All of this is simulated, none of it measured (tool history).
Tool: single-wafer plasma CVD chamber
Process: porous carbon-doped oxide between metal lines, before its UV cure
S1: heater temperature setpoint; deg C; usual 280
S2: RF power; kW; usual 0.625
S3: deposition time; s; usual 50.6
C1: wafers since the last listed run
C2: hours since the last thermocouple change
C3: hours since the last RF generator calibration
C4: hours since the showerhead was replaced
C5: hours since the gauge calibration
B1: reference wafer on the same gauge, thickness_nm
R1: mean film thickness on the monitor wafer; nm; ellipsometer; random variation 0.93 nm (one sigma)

| run | day | S1 | S2 | S3 | C1 | C2 | C3 | C4 | C5 | B1 | R1 |
|---|---|---|---|---|---|---|---|---|---|---|---|
| 1 | 0 | 280 | 0.69 | 57.5 | 0 | 2690.8 | 1323.7 | 2327.5 | 162.5 | 303.037 | 440.582 |
| 2 | 0.654 | 280 | 0.69 | 57.5 | 218 | 2706.5 | 1339.4 | 2343.2 | 178.2 | 302.994 | 441.506 |
| 3 | 1.967 | 280 | 0.69 | 57.5 | 438 | 2738 | 1370.9 | 2374.7 | 209.7 | 303.14 | 442.879 |
| 4 | 3 | 280 | 0.625 | 50.6 | 344 | 2762.8 | 1395.7 | 2399.5 | 234.5 | 303.06 | 362.084 |
| 5 | 3.55 | 280 | 0.625 | 50.6 | 183 | 2776 | 1408.9 | 2412.7 | 247.7 | 303.013 | 363.389 |
| 6 | 4.233 | 280 | 0.625 | 50.6 | 228 | 2792.4 | 1425.3 | 2429.1 | 264.1 | 302.937 | 361.195 |
| 7 | 4.908 | 280 | 0.625 | 50.6 | 225 | 2808.6 | 1441.5 | 2445.3 | 280.3 | 303.029 | 363.386 |
| 8 | 5.883 | 280 | 0.625 | 50.6 | 325 | 2832 | 1464.9 | 2468.7 | 303.7 | 302.88 | 361.384 |
|  | 6.279 | thermocouple changed; heater temperature recalibrated |
| 9 | 6.417 | 280 | 0.625 | 50.6 | 66 | 3.3 | 1477.7 | 2481.5 | 316.5 | 303.106 | 361.335 |
| 10 | 7.312 | 280 | 0.625 | 50.6 | 298 | 24.8 | 1499.2 | 2503 | 338 | 303.159 | 361.747 |
| 11 | 8.738 | 280 | 0.625 | 50.6 | 475 | 59 | 1533.4 | 2537.2 | 372.2 | 302.943 | 362.316 |
|  | 9.708 | RF generator calibrated |
| 12 | 9.729 | 280 | 0.625 | 50.6 | 219 | 82.8 | 0.5 | 2561 | 396 | 303.148 | 363.34 |
| 13 | 10.796 | 280 | 0.625 | 50.6 | 356 | 108.4 | 26.1 | 2586.6 | 421.6 | 302.883 | 362.876 |
|  | 11.812 | showerhead replaced |
| 14 | 11.833 | 273 | 0.625 | 50.6 | 235 | 133.3 | 51 | 0.5 | 446.5 | 302.953 | 379.811 |
| 15 | 12.508 | 280 | 0.625 | 50.6 | 225 | 149.5 | 67.2 | 16.7 | 462.7 | 302.914 | 361.793 |
| 16 | 13.096 | 280 | 0.585 | 50.6 | 196 | 163.6 | 81.3 | 30.8 | 476.8 | 302.831 | 346.105 |
|  | 13.375 | gauge calibrated |
| 17 | 14.212 | 289 | 0.515 | 40.6 | 372 | 190.4 | 108.1 | 57.6 | 20.1 | 302.877 | 238.179 |
| 18 | 15.058 | 280 | 0.625 | 50.6 | 282 | 210.7 | 128.4 | 77.9 | 40.4 | 303.009 | 361.728 |
| 19 | 16.1 | 284 | 0.625 | 40.8 | 347 | 235.7 | 153.4 | 102.9 | 65.4 | 302.811 | 284.811 |
| 20 | 16.6 | 280 | 0.625 | 50.6 | 166 | 247.7 | 165.4 | 114.9 | 77.4 | 303.103 | 363.626 |
| 21 | 17.342 | 288 | 0.625 | 55.7 | 247 | 265.5 | 183.2 | 132.7 | 95.2 | 302.816 | 376.964 |
| 22 | 18.4 | 271 | 0.52 | 42.4 | 353 | 290.9 | 208.6 | 158.1 | 120.6 | 302.866 | 285.475 |
| 23 | 19.325 | 270 | 0.51 | 50.6 | 308 | 313.1 | 230.8 | 180.3 | 142.8 | 303.16 | 337.51 |
| 24 | 20.292 | 280 | 0.625 | 50.6 | 322 | 336.3 | 254 | 203.5 | 166 | 303.198 | 362.79 |
| 25 | 20.829 | 292 | 0.625 | 54.3 | 179 | 349.2 | 266.9 | 216.4 | 178.9 | 303.023 | 357.247 |
| 26 | 21.929 | 280 | 0.625 | 50.6 | 367 | 375.6 | 293.3 | 242.8 | 205.3 | 302.999 | 362.929 |
| 27 | 22.454 | 280 | 0.625 | 42.6 | 175 | 388.2 | 305.9 | 255.4 | 217.9 | 302.863 | 307.185 |
| 28 | 23.067 | 288 | 0.745 | 56.7 | 204 | 402.9 | 320.6 | 270.1 | 232.6 | 302.882 | 434.749 |
| 29 | 23.946 | 271 | 0.625 | 41.6 | 293 | 424 | 341.7 | 291.2 | 253.7 | 303.001 | 318.904 |
| 30 | 24.633 | 294 | 0.56 | 42 | 229 | 440.5 | 358.2 | 307.7 | 270.2 | 302.843 | 253.31 |
| 31 | 26.108 | 288 | 0.585 | 42.1 | 492 | 475.9 | 393.6 | 343.1 | 305.6 | 302.977 | 273.343 |
| 32 | 27.146 | 280 | 0.685 | 50.6 | 346 | 500.8 | 418.5 | 368 | 330.5 | 302.987 | 388.249 |
| 33 | 27.888 | 271 | 0.525 | 50.6 | 247 | 518.6 | 436.3 | 385.8 | 348.3 | 302.989 | 339.695 |

Forecast each of these 5 alternatives for the next run:
| A | 27.904 | 272 | 0.625 | 50.6 | 5 | 519 | 436.7 | 386.2 | 348.7 | ? | ? |
| B | 27.904 | 290 | 0.625 | 57.7 | 5 | 519 | 436.7 | 386.2 | 348.7 | ? | ? |
| C | 27.904 | 268 | 0.585 | 55.2 | 5 | 519 | 436.7 | 386.2 | 348.7 | ? | ? |
| D | 27.904 | 280 | 0.625 | 40.6 | 5 | 519 | 436.7 | 386.2 | 348.7 | ? | ? |
| E | 27.904 | 269 | 0.595 | 50.6 | 5 | 519 | 436.7 | 386.2 | 348.7 | ? | ? |

| run | B1 | R1 |
|---|---|---|
| A | 303.078 | 384.161 |
| B | 303.078 | 383.871 |
| C | 303.078 | 411.011 |
| D | 303.078 | 291.991 |
| E | 303.078 | 379.19 |
Without the tool's hidden state the same runs would have given:
| run | R1 |
|---|---|
| A | 384.161 |
| B | 383.871 |
| C | 411.011 |
| D | 291.991 |
| E | 379.19 |

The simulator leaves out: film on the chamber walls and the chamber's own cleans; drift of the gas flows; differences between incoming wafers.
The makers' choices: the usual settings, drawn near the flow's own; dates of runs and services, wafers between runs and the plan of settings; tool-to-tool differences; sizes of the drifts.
